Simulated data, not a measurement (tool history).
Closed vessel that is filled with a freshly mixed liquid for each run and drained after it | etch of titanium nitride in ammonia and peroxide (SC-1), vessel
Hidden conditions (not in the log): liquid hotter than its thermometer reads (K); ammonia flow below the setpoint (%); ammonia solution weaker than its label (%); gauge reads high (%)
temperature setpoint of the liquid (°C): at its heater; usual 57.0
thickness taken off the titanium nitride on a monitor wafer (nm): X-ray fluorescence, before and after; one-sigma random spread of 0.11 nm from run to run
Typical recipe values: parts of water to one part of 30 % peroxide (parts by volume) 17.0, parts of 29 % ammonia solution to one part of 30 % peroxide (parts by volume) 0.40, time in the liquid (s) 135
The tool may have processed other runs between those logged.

run    hour  temperature setpoint of the liquid (°C)  parts of water to one part of 30 % peroxide (parts by volume)  parts of 29 % ammonia solution to one part of 30 % peroxide (parts by volume)  time in the liquid (s)  wafers since the last listed run  hours since the thermometer was replaced  hours since the ammonia flow meter was replaced  hours since the drum of ammonia solution was connected  hours since the gauge calibration  read-back film thickness of the titanium nitride reference wafer, read on the same gauge (nm)  thickness taken off the titanium nitride on a monitor wafer (nm)
  1     0.0                                     57.0                                                           17.0                                                                           0.40                     135                                 0                                      88.7                                           1027.3                                                   257.1                               76.9                                                                                         140.02                                                             13.20
  2    73.6                                     57.0                                                           17.0                                                                           0.40                     135                              7401                                     162.3                                           1100.9                                                   330.7                              150.5                                                                                         140.00                                                             13.06
  3   179.8                                     57.0                                                           17.0                                                                           0.40                     135                             10679                                     268.5                                           1207.1                                                   436.9                              256.7                                                                                         139.98                                                             12.98
  4   262.8                                     57.0                                                           17.0                                                                           0.40                     135                              8346                                     351.5                                           1290.1                                                   519.9                              339.7                                                                                         140.01                                                             13.15
  5   347.2                                     57.0                                                           17.0                                                                           0.40                     135                              8487                                     435.9                                           1374.5                                                   604.3                              424.1                                                                                         139.98                                                             13.38
  6   386.6                                     61.0                                                           17.0                                                                           0.40                     175                              3962                                     475.3                                           1413.9                                                   643.7                              463.5                                                                                         140.04                                                             21.93
  7   484.2                                     47.5                                                           19.0                                                                           0.25                     175                              9815                                     572.9                                           1511.5                                                   741.3                              561.1                                                                                         139.99                                                              7.58
      493.7  -- ammonia flow meter replaced
  8   573.4                                     57.0                                                           19.0                                                                           0.40                     135                              8869                                     662.1                                             79.7                                                   830.5                              650.3                                                                                         139.98                                                             12.36
  9   624.7                                     57.0                                                           17.0                                                                           0.40                     135                              5158                                     713.4                                            131.0                                                   881.8                              701.6                                                                                         140.01                                                             13.08
 10   713.4                                     57.0                                                           17.0                                                                           0.40                     135                              8920                                     802.1                                            219.7                                                   970.5                              790.3                                                                                         140.01                                                             13.09
      819.5  -- new drum of ammonia solution connected
 11   909.5                                     54.0                                                           17.0                                                                           0.40                     135                             19619                                     998.2                                            415.8                                                    90.0                              986.4                                                                                         140.02                                                             10.58
 12   949.4                                     47.5                                                           19.0                                                                           0.25                     175                              4012                                    1038.1                                            455.7                                                   129.9                             1026.3                                                                                         139.96                                                              7.61
 13   986.5                                     61.0                                                           17.0                                                                           0.40                     135                              3730                                    1075.2                                            492.8                                                   167.0                             1063.4                                                                                         140.03                                                             16.94
 14  1051.3                                     49.5                                                           14.0                                                                           0.50                     100                              6516                                    1140.0                                            557.6                                                   231.8                             1128.2                                                                                         139.96                                                              6.71
 15  1097.1                                     57.0                                                           17.0                                                                           0.55                     135                              4605                                    1185.8                                            603.4                                                   277.6                             1174.0                                                                                         140.01                                                             13.98
 16  1195.7                                     57.0                                                           17.0                                                                           0.40                      55                              9915                                    1284.4                                            702.0                                                   376.2                             1272.6                                                                                         140.00                                                              5.33
 17  1238.1                                     57.0                                                           12.0                                                                           0.55                     135                              4263                                    1326.8                                            744.4                                                   418.6                             1315.0                                                                                         140.03                                                             16.99
 18  1359.7                                     57.0                                                           17.0                                                                           0.40                     135                             12228                                    1448.4                                            866.0                                                   540.2                             1436.6                                                                                         140.02                                                             13.01
 19  1453.6                                     64.5                                                           20.5                                                                           0.20                     210                              9442                                    1542.3                                            959.9                                                   634.1                             1530.5                                                                                         139.99                                                             25.80
 20  1540.5                                     52.5                                                           17.0                                                                           0.40                     175                              8738                                    1629.2                                           1046.8                                                   721.0                             1617.4                                                                                         140.02                                                             12.56
 21  1601.7                                     60.0                                                           19.5                                                                           0.60                     100                              6154                                    1690.4                                           1108.0                                                   782.2                             1678.6                                                                                         139.97                                                             11.87
     1630.5  -- thermometer replaced
 22  1701.5                                     61.0                                                           17.0                                                                           0.40                     135                              9935                                      71.0                                           1207.8                                                   882.0                             1778.4                                                                                         140.01                                                             17.11
 23  1804.1                                     54.0                                                           22.5                                                                           0.40                     100                             10317                                     173.6                                           1310.4                                                   984.6                             1881.0                                                                                         139.97                                                              6.84
 24  1884.0                                     52.5                                                           17.0                                                                           0.40                     135                              8035                                     253.5                                           1390.3                                                  1064.5                             1960.9                                                                                         140.00                                                              9.73
     1919.9  -- new drum of ammonia solution connected
     1935.1  -- ammonia flow meter replaced
 25  1982.6                                     57.0                                                           17.0                                                                           0.25                      70                              9714                                     352.1                                             47.5                                                    62.7                             2059.5                                                                                         140.00                                                              6.21
 26  2032.7                                     49.0                                                           17.0                                                                           0.50                     135                              5038                                     402.2                                             97.6                                                   112.8                             2109.6                                                                                         140.02                                                              7.94
 27  2117.8                                     57.0                                                           17.0                                                                           0.40                     135                              8557                                     487.3                                            182.7                                                   197.9                             2194.7                                                                                         140.00                                                             13.13

Consider 4 possible next runs. They are alternatives, not a sequence: every one starts from the tool as it was left by run 27. What does each give?
  A  2118.5                                     57.0                                                           17.0                                                                           0.40                     135                                70                                     488.0                                            183.4                                                   198.6                             2195.4                                                                                              ?                                                                 ?
  B  2118.5                                     50.5                                                           17.0                                                                           0.25                     135                                70                                     488.0                                            183.4                                                   198.6                             2195.4                                                                                              ?                                                                 ?
  C  2118.5                                     47.5                                                           17.0                                                                           0.40                     135                                70                                     488.0                                            183.4                                                   198.6                             2195.4                                                                                              ?                                                                 ?
  D  2118.5                                     66.0                                                           17.0                                                                           0.55                     115                                70                                     488.0                                            183.4                                                   198.6                             2195.4                                                                                              ?                                                                 ?

run  read-back film thickness of the titanium nitride reference wafer, read on the same gauge (nm)  thickness taken off the titanium nitride on a monitor wafer (nm)
  A                                                                                         139.99                                                             13.19
  B                                                                                         139.99                                                              7.75
  C                                                                                         139.99                                                              6.87
  D                                                                                         139.99                                                             21.39
Stripped of hidden state, with their random variation kept, the same runs would have yielded:
run  thickness taken off the titanium nitride on a monitor wafer (nm)
  A                                                             13.19
  B                                                              7.75
  C                                                              6.87
  D                                                             21.39
